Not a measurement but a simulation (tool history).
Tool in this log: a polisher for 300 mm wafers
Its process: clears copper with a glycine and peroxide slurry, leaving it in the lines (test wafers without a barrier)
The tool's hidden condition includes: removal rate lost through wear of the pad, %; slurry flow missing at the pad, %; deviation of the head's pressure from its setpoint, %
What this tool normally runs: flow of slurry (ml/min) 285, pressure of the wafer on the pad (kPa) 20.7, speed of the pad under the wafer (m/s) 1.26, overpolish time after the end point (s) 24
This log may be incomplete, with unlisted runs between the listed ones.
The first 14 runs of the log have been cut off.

run    hour  flow of slurry (ml/min)  pressure of the wafer on the pad (kPa)  speed of the pad under the wafer (m/s)  overpolish time after the end point (s)  wafers since the last listed run  wafers polished on this pad  hours since the slurry nozzle was cleaned  hours since the head pressure was calibrated  incoming thickness of the incoming film, nm  time until the end point was called (s)  dishing of a wide line in a test structure (Å)
 15   836.5                      285                                    20.7                                    1.60                                       33                               201                         1728                                      514.1                                         433.6                                        543.2                                     74.2                                             803
 16   860.8                      285                                    20.7                                    1.26                                       29                               119                         1847                                      538.4                                         457.9                                        552.9                                     92.7                                             712
 17   904.5                      285                                    20.7                                    1.26                                       24                               214                         2062                                      582.1                                         501.6                                        547.0                                     91.1                                             672
 18   932.3                      185                                    20.7                                    1.26                                       24                               136                         2199                                      609.9                                         529.4                                        544.7                                     91.6                                             657
 19   956.5                      285                                    20.7                                    1.26                                       24                               118                         2318                                      634.1                                         553.6                                        547.5                                     87.6                                             651
      971.3  -- worn pad replaced by a new one
 20   992.2                      285                                    20.7                                    1.26                                       24                               155                          102                                      669.8                                         589.3                                        553.1                                     88.6                                             630
 21  1030.5                      285                                    26.9                                    1.26                                       24                               188                          290                                      708.1                                         627.6                                        551.1                                     76.5                                             720
     1039.2  -- slurry nozzle cleaned
 22  1100.6                      245                                    15.2                                    0.98                                       13                               339                          630                                       61.4                                         697.7                                        556.4                                    136.7                                             361
 23  1158.1                      285                                    15.2                                    1.26                                       24                               282                          913                                      118.9                                         755.2                                        548.6                                    109.9                                             609
 24  1209.0                      285                                    20.7                                    1.62                                       13                               250                         1163                                      169.8                                         806.1                                        561.9                                     72.5                                             529
 25  1274.8                      285                                    24.1                                    0.92                                       11                               323                         1486                                      235.6                                         871.9                                        554.1                                     99.1                                             389
 26  1334.7                      285                                    20.7                                    1.14                                       24                               294                         1781                                      295.5                                         931.8                                        540.7                                     95.9                                             630
 27  1359.8                      355                                    20.7                                    1.26                                       29                               123                         1904                                      320.6                                         956.9                                        546.8                                     86.5                                             739
 28  1406.2                      245                                    20.7                                    1.26                                       24                               228                         2132                                      367.0                                        1003.3                                        549.0                                     88.5                                             663
     1430.3  -- worn pad replaced by a new one
 29  1560.2                      285                                    20.7                                    1.26                                       24                               737                          638                                      521.0                                        1157.3                                        544.9                                     85.5                                             699

Run 30 has not been measured yet. What should we expect?
     1588.8  -- head pressure recalibrated
 30  1618.5                      285                                    20.7                                    1.26                                       24                               276                          915                                      579.3                                          29.7                                        547.3                                        ?                                               ?

{"run 30": {"time until the end point was called (s)": 95.2, "dishing of a wide line in a test structure (Å)": 628}}
The same run, on a tool lacking any hidden state, would have yielded time until the end point was called (s) 94.8, dishing of a wide line in a test structure (Å) 629.
